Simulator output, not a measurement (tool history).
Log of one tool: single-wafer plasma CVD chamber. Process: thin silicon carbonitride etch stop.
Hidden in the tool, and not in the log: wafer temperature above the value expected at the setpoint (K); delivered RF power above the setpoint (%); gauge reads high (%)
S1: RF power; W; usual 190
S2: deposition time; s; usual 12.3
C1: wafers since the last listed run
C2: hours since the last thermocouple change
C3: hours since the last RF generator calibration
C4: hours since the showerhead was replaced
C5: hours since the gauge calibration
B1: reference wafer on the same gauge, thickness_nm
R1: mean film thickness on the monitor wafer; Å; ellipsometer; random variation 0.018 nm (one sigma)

Run 1, hour 0.0: usual settings but S2 13.1 s; C1 0; C2 750.7; C3 1041.2; C4 5484.1; C5 678.7; B1 6.788. Result: R1 74.95 Å.
Run 2, hour 51.7: usual settings but S2 13.1 s; C1 1386; C2 802.4; C3 1092.9; C4 5535.8; C5 730.4; B1 6.790. Result: R1 74.53 Å.
Run 3, hour 106.8: usual settings but S2 13.1 s; C1 1477; C2 857.5; C3 1148.0; C4 5590.9; C5 785.5; B1 6.788. Result: R1 74.61 Å.
Run 4, hour 180.0: usual settings; C1 1962; C2 930.7; C3 1221.2; C4 5664.1; C5 858.7; B1 6.789. Result: R1 70.07 Å.
Run 5, hour 227.9: usual settings; C1 1284; C2 978.6; C3 1269.1; C4 5712.0; C5 906.6; B1 6.790. Result: R1 69.68 Å.
At hour 301.7: RF generator calibrated.
Run 6, hour 311.1: usual settings; C1 2016; C2 1061.8; C3 9.4; C4 5795.2; C5 989.8; B1 6.786. Result: R1 70.88 Å.
Run 7, hour 393.0: usual settings; C1 2196; C2 1143.7; C3 91.3; C4 5877.1; C5 1071.7; B1 6.788. Result: R1 70.98 Å.
Run 8, hour 429.9: usual settings; C1 989; C2 1180.6; C3 128.2; C4 5914.0; C5 1108.6; B1 6.790. Result: R1 71.21 Å.
Run 9, hour 490.8: usual settings; C1 1632; C2 1241.5; C3 189.1; C4 5974.9; C5 1169.5; B1 6.789. Result: R1 71.15 Å.
Run 10, hour 750.7: usual settings; C1 6969; C2 1501.4; C3 449.0; C4 6234.8; C5 1429.4; B1 6.785. Result: R1 70.85 Å.
Run 11, hour 854.8: usual settings; C1 2791; C2 1605.5; C3 553.1; C4 6338.9; C5 1533.5; B1 6.792. Result: R1 70.52 Å.
Run 12, hour 909.6: usual settings but S2 13.8 s; C1 1469; C2 1660.3; C3 607.9; C4 6393.7; C5 1588.3; B1 6.792. Result: R1 78.85 Å.
Run 13, hour 982.8: usual settings but S1 155 W, S2 14.4 s; C1 1962; C2 1733.5; C3 681.1; C4 6466.9; C5 1661.5; B1 6.788. Result: R1 78.28 Å.
Run 14, hour 1051.7: usual settings but S1 160 W; C1 1847; C2 1802.4; C3 750.0; C4 6535.8; C5 1730.4; B1 6.792. Result: R1 67.23 Å.
At hour 1137.1: showerhead replaced.
Run 15, hour 1155.5: usual settings but S2 14.7 s; C1 2568; C2 1906.2; C3 853.8; C4 18.4; C5 1834.2; B1 6.789. Result: R1 84.60 Å.
Run 16, hour 1242.6: usual settings; C1 2335; C2 1993.3; C3 940.9; C4 105.5; C5 1921.3; B1 6.788. Result: R1 70.32 Å.
Run 17, hour 1344.9: usual settings but S1 220 W, S2 13.9 s; C1 2743; C2 2095.6; C3 1043.2; C4 207.8; C5 2023.6; B1 6.796. Result: R1 82.48 Å.
Run 18, hour 1441.3: usual settings but S1 220 W, S2 14.3 s; C1 2584; C2 2192.0; C3 1139.6; C4 304.2; C5 2120.0; B1 6.791. Result: R1 84.99 Å.
Run 19, hour 1519.5: usual settings but S1 210 W, S2 10.8 s; C1 2096; C2 2270.2; C3 1217.8; C4 382.4; C5 2198.2; B1 6.794. Result: R1 63.22 Å.
At hour 1549.7: RF generator calibrated.
Run 20, hour 1596.8: usual settings; C1 1858; C2 2347.5; C3 47.1; C4 459.7; C5 2275.5; B1 6.789. Result: R1 71.30 Å.
Run 21, hour 1704.6: usual settings but S1 225 W, S2 11.4 s; C1 2890; C2 2455.3; C3 154.9; C4 567.5; C5 2383.3; B1 6.791. Result: R1 69.02 Å.
Run 22, hour 1751.6: usual settings but S1 220 W, S2 13.2 s; C1 1260; C2 2502.3; C3 201.9; C4 614.5; C5 2430.3; B1 6.789. Result: R1 79.53 Å.
At hour 1817.4: gauge calibrated.
At hour 1850.8: thermocouple changed; heater temperature recalibrated.
Run 23, hour 1851.3: usual settings but S1 225 W, S2 10.9 s; C1 2458; C2 0.5; C3 301.6; C4 714.2; C5 33.9; B1 6.790. Result: R1 66.21 Å.
Run 24, hour 1898.5: usual settings but S2 14.5 s; C1 1265; C2 47.7; C3 348.8; C4 761.4; C5 81.1; B1 6.786. Result: R1 83.72 Å.
Run 25, hour 1957.8: usual settings but S1 170 W; C1 1590; C2 107.0; C3 408.1; C4 820.7; C5 140.4; B1 6.789. Result: R1 68.49 Å.
Run 26, hour 2036.5: usual settings but S1 220 W, S2 13.9 s; C1 2110; C2 185.7; C3 486.8; C4 899.4; C5 219.1; B1 6.787. Result: R1 83.71 Å.
Run 27, hour 2093.0: usual settings; C1 1515; C2 242.2; C3 543.3; C4 955.9; C5 275.6; B1 6.793. Result: R1 70.54 Å.
Run 28, hour 2167.0: usual settings but S2 10.9 s; C1 1984; C2 316.2; C3 617.3; C4 1029.9; C5 349.6; B1 6.789. Result: R1 62.89 Å.
Run 29, hour 2205.8: usual settings; C1 1040; C2 355.0; C3 656.1; C4 1068.7; C5 388.4; B1 6.795. Result: R1 70.59 Å.
Run 30, hour 2246.9: usual settings but S1 155 W, S2 13.9 s; C1 1102; C2 396.1; C3 697.2; C4 1109.8; C5 429.5; B1 6.788. Result: R1 75.65 Å.
Run 31, hour 2290.6: usual settings; C1 1171; C2 439.8; C3 740.9; C4 1153.5; C5 473.2; B1 6.793. Result: R1 70.66 Å.
Run 32, hour 2347.9: usual settings but S1 210 W, S2 14.7 s; C1 1536; C2 497.1; C3 798.2; C4 1210.8; C5 530.5; B1 6.791. Result: R1 86.71 Å.
Run 33, hour 2447.9: usual settings but S2 14.5 s; C1 2681; C2 597.1; C3 898.2; C4 1310.8; C5 630.5; B1 6.792. Result: R1 83.13 Å.
Run 34, hour 2522.1: usual settings but S1 175 W, S2 14.1 s; C1 1989; C2 671.3; C3 972.4; C4 1385.0; C5 704.7; B1 6.794. Result: R1 79.14 Å.

Hidden state or all else? Some run-to-run changes of R1, split into what the settings, what came in and random variation would give without the hidden state, and what is left for the hidden state (with any gauge scatter that isn't in both results):
Run 5 -> 6: RF generator calibrated. R1 +1.20 Å: hidden state +1.31, all else -0.11.
Run 14 -> 15: S1 160 -> 190, S2 12.3 -> 14.7, showerhead replaced. R1 +17.37 Å: hidden state -0.32, all else +17.69.
Run 16 -> 17: S1 190 -> 220, S2 12.3 -> 13.9. R1 +12.16 Å: hidden state -0.36, all else +12.52.
Run 18 -> 19: S1 220 -> 210, S2 14.3 -> 10.8. R1 -21.77 Å: hidden state +0.25, all else -22.02.
Run 19 -> 20: S1 210 -> 190, S2 10.8 -> 12.3, RF generator calibrated. R1 +8.08 Å: hidden state +1.24, all else +6.84.
Run 23 -> 24: S1 225 -> 190, S2 10.9 -> 14.5. R1 +17.51 Å: hidden state -0.06, all else +17.57.

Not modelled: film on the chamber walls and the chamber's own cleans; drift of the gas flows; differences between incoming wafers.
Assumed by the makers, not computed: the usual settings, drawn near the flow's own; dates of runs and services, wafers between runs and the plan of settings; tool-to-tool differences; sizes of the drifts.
